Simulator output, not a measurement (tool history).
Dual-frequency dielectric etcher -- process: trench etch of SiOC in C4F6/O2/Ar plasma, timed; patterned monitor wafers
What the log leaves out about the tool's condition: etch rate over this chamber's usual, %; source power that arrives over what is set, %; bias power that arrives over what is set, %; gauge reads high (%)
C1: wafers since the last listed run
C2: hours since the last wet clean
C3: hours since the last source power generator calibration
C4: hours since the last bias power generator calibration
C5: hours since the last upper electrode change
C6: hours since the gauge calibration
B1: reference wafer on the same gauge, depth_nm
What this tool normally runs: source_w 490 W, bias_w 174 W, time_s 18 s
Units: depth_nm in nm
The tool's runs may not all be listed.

run 1 hour=0 | source_w=490 bias_w=174 time_s=18 | C1=0 C2=584 C3=730.8 C4=3625.9 C5=2255.2 C6=2155.5 | B1=47.3 | depth_nm=39.05
-- hour=59.3 wet clean of the chamber
run 2 hour=105.1 | source_w=490 bias_w=174 time_s=18 | C1=1125 C2=45.8 C3=835.9 C4=3731 C5=2360.3 C6=2260.6 | B1=47.39 | depth_nm=40.45
run 3 hour=143.7 | source_w=490 bias_w=174 time_s=18 | C1=535 C2=84.4 C3=874.5 C4=3769.6 C5=2398.9 C6=2299.2 | B1=47.43 | depth_nm=40.06
run 4 hour=185.3 | source_w=490 bias_w=174 time_s=18 | C1=577 C2=126 C3=916.1 C4=3811.2 C5=2440.5 C6=2340.8 | B1=47.36 | depth_nm=40.17
run 5 hour=269.6 | source_w=490 bias_w=174 time_s=18 | C1=1169 C2=210.3 C3=1000.4 C4=3895.5 C5=2524.8 C6=2425.1 | B1=47.37 | depth_nm=39.82
run 6 hour=317.4 | source_w=490 bias_w=174 time_s=18 | C1=663 C2=258.1 C3=1048.2 C4=3943.3 C5=2572.6 C6=2472.9 | B1=47.39 | depth_nm=39.78
run 7 hour=424.4 | source_w=490 bias_w=174 time_s=18 | C1=1484 C2=365.1 C3=1155.2 C4=4050.3 C5=2679.6 C6=2579.9 | B1=47.36 | depth_nm=39.28
run 8 hour=507.3 | source_w=490 bias_w=174 time_s=18 | C1=1150 C2=448 C3=1238.1 C4=4133.2 C5=2762.5 C6=2662.8 | B1=47.4 | depth_nm=39.37
-- hour=564.3 bias power generator calibrated
-- hour=584.5 wet clean of the chamber
run 9 hour=605.3 | source_w=490 bias_w=174 time_s=18 | C1=1023 C2=20.8 C3=1336.1 C4=41 C5=2860.5 C6=2760.8 | B1=47.36 | depth_nm=41
-- hour=628.5 gauge calibrated
run 10 hour=684.4 | source_w=390 bias_w=217 time_s=18 | C1=1097 C2=99.9 C3=1415.2 C4=120.1 C5=2939.6 C6=55.9 | B1=47.48 | depth_nm=40.76
run 11 hour=787.8 | source_w=560 bias_w=174 time_s=22 | C1=1434 C2=203.3 C3=1518.6 C4=223.5 C5=3043 C6=159.3 | B1=47.43 | depth_nm=51.21
run 12 hour=883.7 | source_w=610 bias_w=202 time_s=18 | C1=1330 C2=299.2 C3=1614.5 C4=319.4 C5=3138.9 C6=255.2 | B1=47.36 | depth_nm=44.53
-- hour=929.4 upper electrode replaced
run 13 hour=953.3 | source_w=490 bias_w=174 time_s=18 | C1=632 C2=368.8 C3=1684.1 C4=389 C5=23.9 C6=324.8 | B1=47.4 | depth_nm=39.53
run 14 hour=1036.9 | source_w=490 bias_w=174 time_s=18 | C1=1159 C2=452.4 C3=1767.7 C4=472.6 C5=107.5 C6=408.4 | B1=47.48 | depth_nm=39.62
run 15 hour=1083.1 | source_w=490 bias_w=203 time_s=20 | C1=641 C2=498.6 C3=1813.9 C4=518.8 C5=153.7 C6=454.6 | B1=47.42 | depth_nm=45.98
-- hour=1143.4 wet clean of the chamber
run 16 hour=1143.9 | source_w=520 bias_w=174 time_s=21.5 | C1=510 C2=0.5 C3=1874.7 C4=579.6 C5=214.5 C6=515.4 | B1=47.38 | depth_nm=49.46
run 17 hour=1200.8 | source_w=490 bias_w=174 time_s=18 | C1=789 C2=57.4 C3=1931.6 C4=636.5 C5=271.4 C6=572.3 | B1=47.37 | depth_nm=40.48
run 18 hour=1240.6 | source_w=400 bias_w=156 time_s=20.5 | C1=552 C2=97.2 C3=1971.4 C4=676.3 C5=311.2 C6=612.1 | B1=47.46 | depth_nm=42.02
-- hour=1297.4 source power generator calibrated
run 19 hour=1335.7 | source_w=490 bias_w=189 time_s=18 | C1=1264 C2=192.3 C3=38.3 C4=771.4 C5=406.3 C6=707.2 | B1=47.4 | depth_nm=40.79
run 20 hour=1374.1 | source_w=430 bias_w=174 time_s=18 | C1=532 C2=230.7 C3=76.7 C4=809.8 C5=444.7 C6=745.6 | B1=47.4 | depth_nm=38.16
run 21 hour=1481.5 | source_w=600 bias_w=174 time_s=18 | C1=1490 C2=338.1 C3=184.1 C4=917.2 C5=552.1 C6=853 | B1=47.26 | depth_nm=41.59
run 22 hour=1546.6 | source_w=420 bias_w=153 time_s=20.5 | C1=903 C2=403.2 C3=249.2 C4=982.3 C5=617.2 C6=918.1 | B1=47.37 | depth_nm=40.88
run 23 hour=1625.2 | source_w=570 bias_w=174 time_s=18 | C1=1090 C2=481.8 C3=327.8 C4=1060.9 C5=695.8 C6=996.7 | B1=47.4 | depth_nm=41.18
-- hour=1746.6 wet clean of the chamber
run 24 hour=1747.1 | source_w=580 bias_w=174 time_s=16.5 | C1=1358 C2=0.5 C3=449.7 C4=1182.8 C5=817.7 C6=1118.6 | B1=47.43 | depth_nm=39.67
run 25 hour=1814.9 | source_w=490 bias_w=174 time_s=18 | C1=940 C2=68.3 C3=517.5 C4=1250.6 C5=885.5 C6=1186.4 | B1=47.45 | depth_nm=41.04
run 26 hour=1863.2 | source_w=610 bias_w=174 time_s=16.5 | C1=670 C2=116.6 C3=565.8 C4=1298.9 C5=933.8 C6=1234.7 | B1=47.42 | depth_nm=39.88
run 27 hour=1931.8 | source_w=490 bias_w=163 time_s=16 | C1=951 C2=185.2 C3=634.4 C4=1367.5 C5=1002.4 C6=1303.3 | B1=47.31 | depth_nm=34.86
run 28 hour=2014.5 | source_w=450 bias_w=135 time_s=18 | C1=1147 C2=267.9 C3=717.1 C4=1450.2 C5=1085.1 C6=1386 | B1=47.4 | depth_nm=36.45
run 29 hour=2079.5 | source_w=590 bias_w=199 time_s=14.5 | C1=901 C2=332.9 C3=782.1 C4=1515.2 C5=1150.1 C6=1451 | B1=47.39 | depth_nm=35.98
run 30 hour=2119.6 | source_w=490 bias_w=174 time_s=18 | C1=556 C2=373 C3=822.2 C4=1555.3 C5=1190.2 C6=1491.1 | B1=47.53 | depth_nm=39.68

Difference, measured minus no-hidden-state, one row per run. Run-to-run variation is common to both terms; the gauge's own scatter need not be:
run=1 depth_nm=-2.07
run=2 depth_nm=-0.46
run=3 depth_nm=-0.6
run=4 depth_nm=-0.74
run=5 depth_nm=-1.05
run=6 depth_nm=-1.21
run=7 depth_nm=-1.58
run=8 depth_nm=-1.9
run=9 depth_nm=-0.14
run=10 depth_nm=-0.43
run=11 depth_nm=-1
run=12 depth_nm=-1.25
run=13 depth_nm=-1.37
run=14 depth_nm=-1.68
run=15 depth_nm=-2.14
run=16 depth_nm=-0.5
run=17 depth_nm=-0.62
run=18 depth_nm=-0.79
run=19 depth_nm=-1.12
run=20 depth_nm=-1.18
run=21 depth_nm=-1.7
run=22 depth_nm=-1.91
run=23 depth_nm=-2.23
run=24 depth_nm=+0.14
run=25 depth_nm=-0.09
run=26 depth_nm=-0.26
run=27 depth_nm=-0.44
run=28 depth_nm=-0.72
run=29 depth_nm=-0.92
run=30 depth_nm=-1.16

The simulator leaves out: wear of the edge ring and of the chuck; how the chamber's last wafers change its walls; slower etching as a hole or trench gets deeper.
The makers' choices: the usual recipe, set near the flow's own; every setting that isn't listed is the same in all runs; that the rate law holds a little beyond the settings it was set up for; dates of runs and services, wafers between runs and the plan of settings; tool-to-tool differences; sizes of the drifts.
